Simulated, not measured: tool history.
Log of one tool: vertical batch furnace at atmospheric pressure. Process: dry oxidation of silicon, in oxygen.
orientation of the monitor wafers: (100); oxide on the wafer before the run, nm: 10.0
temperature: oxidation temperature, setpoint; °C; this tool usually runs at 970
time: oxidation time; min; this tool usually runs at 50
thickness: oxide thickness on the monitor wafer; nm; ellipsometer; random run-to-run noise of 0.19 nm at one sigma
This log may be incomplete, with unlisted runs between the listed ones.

run	hour	temperature	time	read-back reference wafer on the same gauge, thickness	thickness
1	0	970	50	31.65	36.91
2	104.9	970	50	31.62	37.27
# hour 158.6: gauge calibrated
3	286.2	970	50	31.62	37.23
4	374.9	970	50	31.56	37.07
5	427.9	970	37.5	31.61	31.97
# hour 538.1: thermocouples replaced and temperature profile calibrated
6	538.6	970	37.5	31.62	31.83
7	598.8	970	37.5	31.59	32.09
# hour 688: boat lift adjusted
8	804.6	988	67.5	31.62	50.48
9	903.5	970	50	31.61	36.88
# hour 915.1: gauge calibrated
10	977.1	952	29	31.62	25.05
11	1050.4	977	33	31.61	31.16
12	1152.8	947	38	31.61	27.45
13	1207.1	993	28	31.63	32.31
14	1304.7	992	66	31.59	51.42
15	1396.9	994	68	31.57	53.55
16	1447.9	947	61	31.62	35.05

Hidden state, per run?
true tube temperature minus thermocouple reading, K: 0 at every run
monitor wafer colder than the profiled boat position, K: 0 at every run
gauge reads high (%): 0 at every run

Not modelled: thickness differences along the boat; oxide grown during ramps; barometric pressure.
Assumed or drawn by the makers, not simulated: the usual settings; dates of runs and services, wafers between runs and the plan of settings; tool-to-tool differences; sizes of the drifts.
